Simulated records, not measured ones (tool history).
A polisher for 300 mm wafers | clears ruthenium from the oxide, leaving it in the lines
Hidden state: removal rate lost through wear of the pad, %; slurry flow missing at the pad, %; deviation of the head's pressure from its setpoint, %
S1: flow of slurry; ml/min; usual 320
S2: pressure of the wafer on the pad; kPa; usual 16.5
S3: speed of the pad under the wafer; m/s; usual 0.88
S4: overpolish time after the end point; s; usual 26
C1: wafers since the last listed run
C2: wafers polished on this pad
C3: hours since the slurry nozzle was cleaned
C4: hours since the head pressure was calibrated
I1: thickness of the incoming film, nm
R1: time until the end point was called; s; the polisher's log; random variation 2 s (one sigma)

Run 1, hour 0: usual settings but S1 385 ml/min; C1 0; C2 121; C3 42; C4 806.8; I1 120.5. Result: R1 104.4 s.
Run 2, hour 12.1: usual settings but S1 385 ml/min; C1 70; C2 192; C3 54.1; C4 818.9; I1 121.4. Result: R1 103.7 s.
Run 3, hour 22.3: usual settings but S1 385 ml/min; C1 59; C2 252; C3 64.3; C4 829.1; I1 120.5. Result: R1 105.1 s.
Run 4, hour 29.9: usual settings but S1 355 ml/min; C1 44; C2 296; C3 71.9; C4 836.7; I1 118.7. Result: R1 103.8 s.
Run 5, hour 36.5: usual settings but S2 15.2 kPa; C1 38; C2 335; C3 78.5; C4 843.3; I1 120.5. Result: R1 119.6 s.
Run 6, hour 43.9: usual settings; C1 43; C2 378; C3 85.9; C4 850.7; I1 118.1. Result: R1 110.3 s.
Run 7, hour 50.7: usual settings; C1 39; C2 418; C3 92.7; C4 857.5; I1 119.1. Result: R1 108.8 s.
Run 8, hour 68.2: usual settings; C1 102; C2 520; C3 110.2; C4 875; I1 120.1. Result: R1 115.2 s.
At hour 73: worn pad replaced by a new one.
Run 9, hour 83: usual settings; C1 63; C2 58; C3 125; C4 889.8; I1 119.9. Result: R1 103.4 s.
Run 10, hour 92.6: usual settings but S1 395 ml/min; C1 56; C2 114; C3 134.6; C4 899.4; I1 119.3. Result: R1 105.3 s.
Run 11, hour 108.3: usual settings but S2 13.8 kPa, S3 0.98 m/s; C1 91; C2 206; C3 150.3; C4 915.1; I1 121.1. Result: R1 118.1 s.
Run 12, hour 118.4: usual settings; C1 59; C2 265; C3 160.4; C4 925.2; I1 118.3. Result: R1 103.2 s.
At hour 171.1: slurry nozzle cleaned.
Run 13, hour 171.6: usual settings but S1 375 ml/min, S3 0.68 m/s; C1 305; C2 571; C3 0.5; C4 978.4; I1 121.5. Result: R1 136.1 s.
At hour 175.9: worn pad replaced by a new one.
Run 14, hour 187.6: usual settings; C1 70; C2 68; C3 16.5; C4 994.4; I1 121.1. Result: R1 104.5 s.
Run 15, hour 196: usual settings but S2 13.8 kPa, S3 0.98 m/s; C1 49; C2 117; C3 24.9; C4 1002.8; I1 119.8. Result: R1 113.2 s.
At hour 200.9: head pressure recalibrated.
Run 16, hour 213.4: usual settings but S1 395 ml/min, S2 12.4 kPa, S3 1.1 m/s, S4 19 s; C1 90; C2 207; C3 42.3; C4 12.5; I1 119.6. Result: R1 115.5 s.
Run 17, hour 226.8: usual settings but S3 1.02 m/s; C1 78; C2 286; C3 55.7; C4 25.9; I1 119.6. Result: R1 92.5 s.
Run 18, hour 235.6: usual settings but S1 400 ml/min, S2 20.7 kPa, S3 0.8 m/s, S4 35 s; C1 51; C2 337; C3 64.5; C4 34.7; I1 120.3. Result: R1 90.7 s.
Run 19, hour 249.3: usual settings but S2 20 kPa, S3 1.06 m/s, S4 20 s; C1 80; C2 417; C3 78.2; C4 48.4; I1 121.9. Result: R1 81.8 s.
Run 20, hour 255.9: usual settings but S1 245 ml/min, S2 14.5 kPa, S3 0.62 m/s; C1 38; C2 456; C3 84.8; C4 55; I1 119.8. Result: R1 165 s.
At hour 269.2: worn pad replaced by a new one.
Run 21, hour 281.9: usual settings but S2 20 kPa, S3 0.62 m/s; C1 128; C2 74; C3 110.8; C4 81; I1 117.9. Result: R1 109 s.

4 ways to go on from here, each from the tool as it stands after run 21. What would each give?
Run A, hour 282.4: usual settings; C1 2; C2 77; C3 111.3; C4 81.5; I1 119.7. Result: R1 ?.
Run B, hour 282.4: usual settings but S4 35 s; C1 2; C2 77; C3 111.3; C4 81.5; I1 119.7. Result: R1 ?.
Run C, hour 282.4: usual settings but S1 270 ml/min, S2 19.3 kPa, S4 13 s; C1 2; C2 77; C3 111.3; C4 81.5; I1 119.7. Result: R1 ?.
Run D, hour 282.4: usual settings but S1 365 ml/min, S2 15.2 kPa; C1 2; C2 77; C3 111.3; C4 81.5; I1 119.7. Result: R1 ?.

run     R1
  A  106.4
  B  106.4
  C   92.3
  D    115
Without the tool's hidden state the same runs would have given:
run     R1
  A  103.7
  B  103.7
  C     90
  D  112.2
